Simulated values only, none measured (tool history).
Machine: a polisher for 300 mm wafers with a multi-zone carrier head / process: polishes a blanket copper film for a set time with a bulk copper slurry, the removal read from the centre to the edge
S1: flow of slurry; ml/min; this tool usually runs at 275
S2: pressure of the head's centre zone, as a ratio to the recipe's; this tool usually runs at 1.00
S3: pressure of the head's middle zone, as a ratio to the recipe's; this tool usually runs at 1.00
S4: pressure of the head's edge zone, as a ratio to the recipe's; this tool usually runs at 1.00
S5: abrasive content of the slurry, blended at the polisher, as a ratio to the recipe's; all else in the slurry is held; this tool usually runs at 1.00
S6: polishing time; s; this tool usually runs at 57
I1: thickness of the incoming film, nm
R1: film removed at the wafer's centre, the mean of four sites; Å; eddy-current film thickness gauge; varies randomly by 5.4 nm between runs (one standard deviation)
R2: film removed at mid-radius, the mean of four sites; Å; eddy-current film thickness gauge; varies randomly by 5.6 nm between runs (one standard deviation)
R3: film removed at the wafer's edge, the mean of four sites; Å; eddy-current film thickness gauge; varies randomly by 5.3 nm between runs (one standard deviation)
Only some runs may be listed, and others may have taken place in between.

Run 1, day 0.000: usual settings; I1 4081.8. Result: R1 4553 Å, R2 4608 Å, R3 4663 Å.
Run 2, day 1.238: usual settings but S3 1.04; I1 4137.6. Result: R1 4571 Å, R2 4802 Å, R3 4742 Å.
Run 3, day 2.375: usual settings but S3 0.89; I1 4087.0. Result: R1 4572 Å, R2 4128 Å, R3 4818 Å.
Run 4, day 3.167: usual settings but S3 0.89, S5 1.10; I1 4099.2. Result: R1 4636 Å, R2 4208 Å, R3 4767 Å.
At day 4.050: carrier head's membrane replaced by a new one.
Run 5, day 6.854: usual settings; I1 4036.5. Result: R1 4452 Å, R2 4356 Å, R3 4604 Å.
Run 6, day 7.988: usual settings but S1 340 ml/min, S3 1.06, S4 1.12, S5 0.75; I1 4128.0. Result: R1 4291 Å, R2 4411 Å, R3 4575 Å.
Run 7, day 9.138: usual settings; I1 4087.4. Result: R1 4479 Å, R2 4466 Å, R3 4683 Å.
At day 9.817: worn pad replaced by a new one.
Run 8, day 9.838: usual settings but S1 200 ml/min, S4 0.91, S5 0.90; I1 4137.1. Result: R1 3970 Å, R2 3982 Å, R3 4129 Å.
Run 9, day 11.104: usual settings; I1 4077.5. Result: R1 4392 Å, R2 4501 Å, R3 4716 Å.
Run 10, day 12.350: usual settings but S1 240 ml/min, S3 0.94, S5 0.85, S6 39 s; I1 4052.8. Result: R1 2834 Å, R2 2642 Å, R3 2994 Å.
Run 11, day 12.942: usual settings but S2 0.94, S6 77 s; I1 4060.0. Result: R1 5615 Å, R2 5968 Å, R3 6101 Å.
Run 12, day 13.467: usual settings but S4 1.10, S5 1.20; I1 4096.8. Result: R1 4658 Å, R2 4790 Å, R3 5026 Å.
Run 13, day 14.125: usual settings but S5 0.80; I1 4064.2. Result: R1 4161 Å, R2 4150 Å, R3 4339 Å.
Run 14, day 14.908: usual settings but S3 1.08, S6 72 s; I1 4101.9. Result: R1 5532 Å, R2 6015 Å, R3 5959 Å.
Run 15, day 15.933: usual settings but S4 1.10; I1 4069.0. Result: R1 4419 Å, R2 4435 Å, R3 4868 Å.
Run 16, day 17.117: usual settings but S1 350 ml/min, S5 0.70; I1 4124.9. Result: R1 4167 Å, R2 4197 Å, R3 4253 Å.
Run 17, day 18.112: usual settings; I1 4008.4. Result: R1 4412 Å, R2 4385 Å, R3 4603 Å.
Run 18, day 19.567: usual settings but S1 180 ml/min, S3 1.08, S4 0.91; I1 4105.3. Result: R1 3926 Å, R2 4235 Å, R3 4004 Å.
At day 20.196: worn pad replaced by a new one.
Run 19, day 20.292: usual settings but S1 355 ml/min, S5 1.20, S6 66 s; I1 4138.4. Result: R1 5547 Å, R2 5708 Å, R3 5647 Å.
Run 20, day 21.408: usual settings but S3 0.90, S5 0.80, S6 41 s; I1 4130.7. Result: R1 2995 Å, R2 2708 Å, R3 3157 Å.
Run 21, day 22.308: usual settings; I1 4170.3. Result: R1 4332 Å, R2 4358 Å, R3 4572 Å.
Run 22, day 23.296: usual settings; I1 4097.2. Result: R1 4398 Å, R2 4345 Å, R3 4586 Å.
Run 23, day 23.892: usual settings but S1 210 ml/min, S2 0.93; I1 4080.3. Result: R1 3797 Å, R2 4108 Å, R3 4381 Å.

Alternative continuations, all from the tool just after run 23; predict every row:
Run A, day 23.908: usual settings; I1 4118.2. Result: R1 ?, R2 ?, R3 ?.
Run B, day 23.908: usual settings but S3 1.10; I1 4118.2. Result: R1 ?, R2 ?, R3 ?.
Run C, day 23.908: usual settings but S1 300 ml/min, S3 1.04, S4 1.05, S5 0.80; I1 4118.2. Result: R1 ?, R2 ?, R3 ?.

run    R1    R2    R3
  A  4384  4358  4593
  B  4388  4726  4587
  C  4198  4302  4468
With no hidden state in the tool, these same runs would have given:
run    R1    R2    R3
  A  4839  4761  4903
  B  4842  5163  4896
  C  4591  4663  4745
